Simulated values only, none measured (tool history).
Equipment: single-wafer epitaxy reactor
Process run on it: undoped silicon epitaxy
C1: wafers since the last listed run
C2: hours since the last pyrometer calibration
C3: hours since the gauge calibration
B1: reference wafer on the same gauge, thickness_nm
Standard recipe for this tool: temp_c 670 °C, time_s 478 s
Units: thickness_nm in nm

run 1 day=0.000 | temp_c=670 time_s=478 | C1=0 C2=1548.4 C3=88.9 | B1=110.996 | thickness_nm=128.896
run 2 day=1.292 | temp_c=670 time_s=522 | C1=130 C2=1579.4 C3=119.9 | B1=110.982 | thickness_nm=140.465
run 3 day=1.833 | temp_c=670 time_s=522 | C1=54 C2=1592.4 C3=132.9 | B1=111.024 | thickness_nm=140.378
run 4 day=4.012 | temp_c=670 time_s=522 | C1=220 C2=1644.7 C3=185.2 | B1=110.982 | thickness_nm=140.996
run 5 day=5.158 | temp_c=670 time_s=424 | C1=115 C2=1672.2 C3=212.7 | B1=110.989 | thickness_nm=113.740
run 6 day=6.146 | temp_c=670 time_s=478 | C1=99 C2=1695.9 C3=236.4 | B1=111.039 | thickness_nm=128.338
run 7 day=7.617 | temp_c=670 time_s=478 | C1=148 C2=1731.2 C3=271.7 | B1=110.992 | thickness_nm=128.424
run 8 day=8.950 | temp_c=670 time_s=478 | C1=134 C2=1763.2 C3=303.7 | B1=111.090 | thickness_nm=128.782
run 9 day=9.958 | temp_c=666 time_s=478 | C1=101 C2=1787.4 C3=327.9 | B1=111.050 | thickness_nm=116.623
run 10 day=11.117 | temp_c=666 time_s=478 | C1=117 C2=1815.2 C3=355.7 | B1=111.003 | thickness_nm=116.863
run 11 day=12.404 | temp_c=666 time_s=478 | C1=130 C2=1846.1 C3=386.6 | B1=110.991 | thickness_nm=116.658
run 12 day=13.762 | temp_c=670 time_s=547 | C1=137 C2=1878.7 C3=419.2 | B1=110.924 | thickness_nm=146.900
run 13 day=14.371 | temp_c=670 time_s=478 | C1=61 C2=1893.3 C3=433.8 | B1=111.052 | thickness_nm=127.766
-- day=14.612 gauge calibrated
run 14 day=14.917 | temp_c=670 time_s=478 | C1=55 C2=1906.4 C3=7.3 | B1=110.972 | thickness_nm=127.958
run 15 day=15.662 | temp_c=670 time_s=478 | C1=75 C2=1924.3 C3=25.2 | B1=110.935 | thickness_nm=127.777
run 16 day=16.575 | temp_c=656 time_s=388 | C1=92 C2=1946.2 C3=47.1 | B1=110.995 | thickness_nm=73.607
run 17 day=17.846 | temp_c=670 time_s=478 | C1=128 C2=1976.7 C3=77.6 | B1=111.019 | thickness_nm=128.079
run 18 day=18.875 | temp_c=670 time_s=478 | C1=104 C2=2001.4 C3=102.3 | B1=111.043 | thickness_nm=128.659
run 19 day=20.233 | temp_c=682 time_s=451 | C1=137 C2=2034.0 C3=134.9 | B1=110.985 | thickness_nm=160.937
run 20 day=21.429 | temp_c=664 time_s=518 | C1=120 C2=2062.7 C3=163.6 | B1=111.029 | thickness_nm=119.960
run 21 day=22.233 | temp_c=670 time_s=478 | C1=81 C2=2082.0 C3=182.9 | B1=111.026 | thickness_nm=128.673
run 22 day=23.438 | temp_c=664 time_s=532 | C1=121 C2=2110.9 C3=211.8 | B1=111.026 | thickness_nm=123.696

Run 23 is up next; what results do you expect?
-- day=23.883 pyrometer calibrated
run 23 day=24.588 | temp_c=663 time_s=478 | C1=82 C2=16.9 C3=239.4 | B1=? | thickness_nm=?

Run 23 gave B1 110.993, thickness_nm 114.372 nm.
Had the tool carried no hidden state, the very same run would have given thickness_nm 113.929 nm.

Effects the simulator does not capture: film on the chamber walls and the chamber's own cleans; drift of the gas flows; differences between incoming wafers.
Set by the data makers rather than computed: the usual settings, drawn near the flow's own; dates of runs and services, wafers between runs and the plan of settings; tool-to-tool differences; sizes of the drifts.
